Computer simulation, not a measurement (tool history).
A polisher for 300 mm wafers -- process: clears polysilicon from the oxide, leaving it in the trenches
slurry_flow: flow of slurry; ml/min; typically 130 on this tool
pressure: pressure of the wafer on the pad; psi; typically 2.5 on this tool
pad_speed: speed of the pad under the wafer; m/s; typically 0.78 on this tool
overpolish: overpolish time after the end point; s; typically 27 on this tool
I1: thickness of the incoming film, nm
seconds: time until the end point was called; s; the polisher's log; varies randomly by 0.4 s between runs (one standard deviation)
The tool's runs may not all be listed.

run 1 hour=0 | slurry_flow=130 pressure=2.5 pad_speed=0.66 overpolish=27 | I1=348.6 | seconds=41.4
run 2 hour=70 | slurry_flow=130 pressure=2.5 pad_speed=0.66 overpolish=27 | I1=347.9 | seconds=41.3
-- hour=109.8 worn pad replaced by a new one
run 3 hour=177.9 | slurry_flow=130 pressure=2.5 pad_speed=0.78 overpolish=27 | I1=351.9 | seconds=37.8
run 4 hour=276.1 | slurry_flow=130 pressure=2.5 pad_speed=0.78 overpolish=27 | I1=356.8 | seconds=39.8
-- hour=321.1 slurry nozzle cleaned
run 5 hour=370.5 | slurry_flow=130 pressure=2.5 pad_speed=0.78 overpolish=27 | I1=353.6 | seconds=41.1
run 6 hour=430.6 | slurry_flow=130 pressure=2.5 pad_speed=0.78 overpolish=27 | I1=351 | seconds=40.7
-- hour=476.1 worn pad replaced by a new one
run 7 hour=494.3 | slurry_flow=130 pressure=2.7 pad_speed=0.78 overpolish=27 | I1=356.5 | seconds=38.7
run 8 hour=586.7 | slurry_flow=130 pressure=2.5 pad_speed=0.78 overpolish=27 | I1=349 | seconds=41.4
-- hour=646 slurry nozzle cleaned, repeated, since the last time left the tool worse
run 9 hour=685.7 | slurry_flow=130 pressure=2.5 pad_speed=0.78 overpolish=27 | I1=347.9 | seconds=36.7
run 10 hour=757.6 | slurry_flow=160 pressure=2.5 pad_speed=0.78 overpolish=27 | I1=349.1 | seconds=35.2
run 11 hour=793.8 | slurry_flow=160 pressure=2.5 pad_speed=0.78 overpolish=27 | I1=353 | seconds=35.5
-- hour=861.6 worn pad replaced by a new one
run 12 hour=862.1 | slurry_flow=130 pressure=2.2 pad_speed=0.78 overpolish=15 | I1=347.1 | seconds=43
run 13 hour=943.8 | slurry_flow=130 pressure=3 pad_speed=0.96 overpolish=15 | I1=353.4 | seconds=27.2
-- hour=992.6 slurry nozzle cleaned
run 14 hour=997.7 | slurry_flow=130 pressure=3.3 pad_speed=1 overpolish=37 | I1=353.4 | seconds=23.3
run 15 hour=1043.5 | slurry_flow=170 pressure=2.1 pad_speed=0.92 overpolish=33 | I1=349.6 | seconds=36.8
run 16 hour=1140.3 | slurry_flow=130 pressure=2.9 pad_speed=0.78 overpolish=27 | I1=346.8 | seconds=32
-- hour=1166.6 worn pad replaced by a new one
run 17 hour=1204.7 | slurry_flow=130 pressure=3.3 pad_speed=0.78 overpolish=27 | I1=348.2 | seconds=28.6
-- hour=1248 head pressure recalibrated
run 18 hour=1248.5 | slurry_flow=130 pressure=2.5 pad_speed=0.96 overpolish=36 | I1=344.3 | seconds=32
run 19 hour=1290.9 | slurry_flow=130 pressure=2.5 pad_speed=0.78 overpolish=27 | I1=344 | seconds=37.5
-- hour=1348.1 slurry nozzle cleaned
run 20 hour=1377.7 | slurry_flow=130 pressure=2.5 pad_speed=0.98 overpolish=36 | I1=348 | seconds=31.8
-- hour=1558.4 worn pad replaced by a new one
run 21 hour=1590 | slurry_flow=130 pressure=2 pad_speed=0.58 overpolish=33 | I1=347.5 | seconds=57.7
run 22 hour=1645.9 | slurry_flow=130 pressure=1.7 pad_speed=0.78 overpolish=32 | I1=354.5 | seconds=56.2
-- hour=1694.9 slurry nozzle cleaned
run 23 hour=1753.4 | slurry_flow=130 pressure=2.5 pad_speed=0.78 overpolish=27 | I1=350.6 | seconds=37.3

Each row is a separate what-if for the run after 23, all from the same tool condition, not one after another. Results?
run A hour=1753.8 | slurry_flow=130 pressure=2.5 pad_speed=0.92 overpolish=27 | I1=347.4 | seconds=?
run B hour=1753.8 | slurry_flow=100 pressure=2.5 pad_speed=0.78 overpolish=27 | I1=347.4 | seconds=?
run C hour=1753.8 | slurry_flow=95 pressure=2.5 pad_speed=0.78 overpolish=27 | I1=347.4 | seconds=?
run D hour=1753.8 | slurry_flow=175 pressure=2.2 pad_speed=0.78 overpolish=27 | I1=347.4 | seconds=?
run E hour=1753.8 | slurry_flow=145 pressure=2.2 pad_speed=0.78 overpolish=17 | I1=347.4 | seconds=?

run=A seconds=32.6
run=B seconds=38.5
run=C seconds=38.9
run=D seconds=39.8
run=E seconds=40.9
What these runs would have given with no unlogged condition in the tool:
run=A seconds=32.4
run=B seconds=38.3
run=C seconds=38.7
run=D seconds=39.7
run=E seconds=40.8
